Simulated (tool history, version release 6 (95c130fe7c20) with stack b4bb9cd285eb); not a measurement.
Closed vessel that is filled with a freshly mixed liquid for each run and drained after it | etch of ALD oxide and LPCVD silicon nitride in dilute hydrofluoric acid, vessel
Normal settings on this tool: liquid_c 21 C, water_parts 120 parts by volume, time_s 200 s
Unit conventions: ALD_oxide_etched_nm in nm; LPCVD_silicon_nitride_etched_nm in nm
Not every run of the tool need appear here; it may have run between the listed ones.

run    hour  liquid_c  water_parts  time_s  wafers since the last listed run  hours since the thermometer was replaced  hours since the hydrofluoric acid flow meter was replaced  hours since the gauge calibration  read-back film thickness of the ALD oxide reference wafer, read on the same gauge (nm)  read-back film thickness of the LPCVD silicon nitride reference wafer, read on the same gauge (nm)  ALD_oxide_etched_nm  LPCVD_silicon_nitride_etched_nm
  1       0        21          120     200                                 0                                    1841.1                                                      845.1                                391                                                                                      90                                                                                              60.005                 19.8                            0.733
  2    56.7        21          120     200                              4896                                    1897.8                                                      901.8                              447.7                                                                                      90                                                                                              59.967                19.72                             0.68
  3   131.1        21          120     200                              6425                                    1972.2                                                      976.2                              522.1                                                                                   89.99                                                                                              60.012                19.78                            0.682
      175.4  -- hydrofluoric acid flow meter replaced
  4   179.1        21          120     200                              4059                                    2020.2                                                        3.7                              570.1                                                                                   89.99                                                                                              59.992                19.75                            0.689
  5   243.2        21          120     200                              5535                                    2084.3                                                       67.8                              634.2                                                                                   89.99                                                                                              59.987                19.65                            0.685
  6   304.9        21          120     200                              5328                                      2146                                                      129.5                              695.9                                                                                      90                                                                                               59.98                19.88                            0.736
  7   386.1        21          120     200                              7012                                    2227.2                                                      210.7                              777.1                                                                                      90                                                                                              60.016                 19.5                            0.704
  8     491        21          120     200                              9059                                    2332.1                                                      315.6                                882                                                                                   89.97                                                                                              59.936                19.85                            0.718
  9   563.8        21          120     200                              6287                                    2404.9                                                      388.4                              954.8                                                                                   90.01                                                                                              59.973                19.71                            0.766
 10   606.2        21          120     155                              3661                                    2447.3                                                      430.8                              997.2                                                                                   90.03                                                                                              60.002                15.33                            0.575
 11   852.7        21          120     155                             21288                                    2693.8                                                      677.3                             1243.7                                                                                   90.04                                                                                              60.013                15.25                            0.586
      887.6  -- gauge calibrated
 12   905.4        21          120     155                              4551                                    2746.5                                                        730                               17.8                                                                                   90.04                                                                                              60.008                15.43                            0.544
     1003.2  -- thermometer replaced
 13  1051.8        21          120     260                             12557                                      48.6                                                      876.4                              164.2                                                                                   90.01                                                                                              60.002                25.96                            0.949
     1100.1  -- hydrofluoric acid flow meter replaced
 14    1139        21          120     200                              7444                                     135.8                                                       38.9                              251.4                                                                                   90.01                                                                                              59.972                19.69                            0.754
 15  1230.4        21          120     200                              7893                                     227.2                                                      130.3                              342.8                                                                                   90.02                                                                                               59.96                19.68                            0.727
 16  1295.5      23.5           70     110                              5622                                     292.3                                                      195.4                              407.9                                                                                   89.99                                                                                              60.001                21.81                            0.867
 17  1350.5        21          120     200                              4749                                     347.3                                                      250.4                              462.9                                                                                   90.03                                                                                              60.002                 19.8                            0.707
 18  1441.5        25          120     200                              7858                                     438.3                                                      341.4                              553.9                                                                                   89.99                                                                                              60.005                23.17                            0.928
 19  1490.7        21          120     200                              4249                                     487.5                                                      390.6                              603.1                                                                                   89.99                                                                                              60.029                19.84                            0.624
 20    1573        19          120     200                              7107                                     569.8                                                      472.9                              685.4                                                                                      90                                                                                              59.988                18.19                            0.629
 21  1638.2        17          120     200                              5630                                       635                                                      538.1                              750.6                                                                                   89.98                                                                                              60.018                16.88                             0.53
 22  1692.2        21          120     120                              4663                                       689                                                      592.1                              804.6                                                                                   89.98                                                                                              59.989                11.82                            0.395
 23    1770      24.5          160     315                              6718                                     766.8                                                      669.9                              882.4                                                                                      90                                                                                              60.007                25.72                            1.112
 24  1839.7        17          120     115                              6019                                     836.5                                                      739.6                              952.1                                                                                   89.99                                                                                              60.019                 9.74                            0.304
 25  1926.5        21          120     200                              7496                                     923.3                                                      826.4                             1038.9                                                                                      90                                                                                                  60                19.68                            0.792

What differs in the tool's unlogged condition from the final listed run ahead of each entry between runs to the first listed run following it?
Runs 3 to 4: hydrofluoric acid flow meter replaced (hour 175.4)
  nothing in the hidden state changes from one run to the other
Runs 11 to 12: gauge calibrated (hour 887.6)
  nothing in the hidden state changes from one run to the other
Runs 12 to 13: thermometer replaced (hour 1003.2)
  nothing in the hidden state changes from one run to the other
Runs 13 to 14: hydrofluoric acid flow meter replaced (hour 1100.1)
  nothing in the hidden state changes from one run to the other
